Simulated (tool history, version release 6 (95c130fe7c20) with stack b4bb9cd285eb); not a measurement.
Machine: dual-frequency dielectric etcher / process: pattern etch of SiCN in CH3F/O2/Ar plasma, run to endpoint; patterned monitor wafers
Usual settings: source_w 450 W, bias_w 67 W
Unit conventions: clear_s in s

| run | hour | source_w | bias_w | wafers since the last listed run | hours since the last wet clean | hours since the last source power generator calibration | hours since the last bias power generator calibration | hours since the last upper electrode change | incoming incoming film thickness, nm | clear_s |
|---|---|---|---|---|---|---|---|---|---|---|
| 1 | 0 | 450 | 67 | 0 | 450 | 1133.7 | 2914.7 | 1471.3 | 9.8 | 27.6 |
|  | 23.5 | wet clean of the chamber |
| 2 | 93.8 | 450 | 67 | 1265 | 70.3 | 1227.5 | 3008.5 | 1565.1 | 9.79 | 26 |
| 3 | 155.2 | 450 | 67 | 1105 | 131.7 | 1288.9 | 3069.9 | 1626.5 | 9.82 | 26.5 |
| 4 | 218.7 | 450 | 67 | 1142 | 195.2 | 1352.4 | 3133.4 | 1690 | 9.81 | 27 |
| 5 | 321.2 | 450 | 67 | 1844 | 297.7 | 1454.9 | 3235.9 | 1792.5 | 9.7 | 26.6 |
| 6 | 380.7 | 450 | 67 | 1070 | 357.2 | 1514.4 | 3295.4 | 1852 | 9.84 | 27.5 |
|  | 468.7 | source power generator calibrated |
|  | 487.9 | wet clean of the chamber |
| 7 | 488.4 | 450 | 67 | 1520 | 0.5 | 19.7 | 3403.1 | 1959.7 | 9.81 | 26.2 |
| 8 | 554.4 | 450 | 67 | 1187 | 66.5 | 85.7 | 3469.1 | 2025.7 | 9.83 | 26.9 |
|  | 604.6 | bias power generator calibrated |
| 9 | 636.4 | 410 | 67 | 1403 | 148.5 | 167.7 | 31.8 | 2107.7 | 9.73 | 27.3 |
| 10 | 850.3 | 360 | 74 | 3850 | 362.4 | 381.6 | 245.7 | 2321.6 | 9.79 | 29.1 |
|  | 882.8 | wet clean of the chamber |
|  | 974.5 | upper electrode replaced |
| 11 | 975 | 360 | 74 | 1380 | 92.2 | 506.3 | 370.4 | 0.5 | 9.84 | 27.7 |
| 12 | 990.9 | 410 | 83 | 286 | 108.1 | 522.2 | 386.3 | 16.4 | 9.76 | 25.1 |
| 13 | 1075.6 | 450 | 67 | 1524 | 192.8 | 606.9 | 471 | 101.1 | 9.81 | 26.9 |
| 14 | 1205.6 | 560 | 61 | 2339 | 322.8 | 736.9 | 601 | 231.1 | 9.93 | 26.6 |
| 15 | 1284.6 | 400 | 56 | 1421 | 401.8 | 815.9 | 680 | 310.1 | 9.89 | 31 |
|  | 1343.1 | wet clean of the chamber |
| 16 | 1350.6 | 400 | 56 | 755 | 7.5 | 881.9 | 746 | 376.1 | 9.8 | 28.8 |

Run by run, hidden condition taken away, random variation retained:
Hidden state present: etch rate over this chamber's usual, %; source power that arrives over what is set, %; bias power that arrives over what is set, %.
| run | clear_s |
|---|---|
| 1 | 26.1 |
| 2 | 25.8 |
| 3 | 26.1 |
| 4 | 26.4 |
| 5 | 25.6 |
| 6 | 26.3 |
| 7 | 26 |
| 8 | 26.5 |
| 9 | 26.6 |
| 10 | 27.5 |
| 11 | 27.3 |
| 12 | 24.7 |
| 13 | 26.2 |
| 14 | 25.5 |
| 15 | 29.4 |
| 16 | 28.8 |
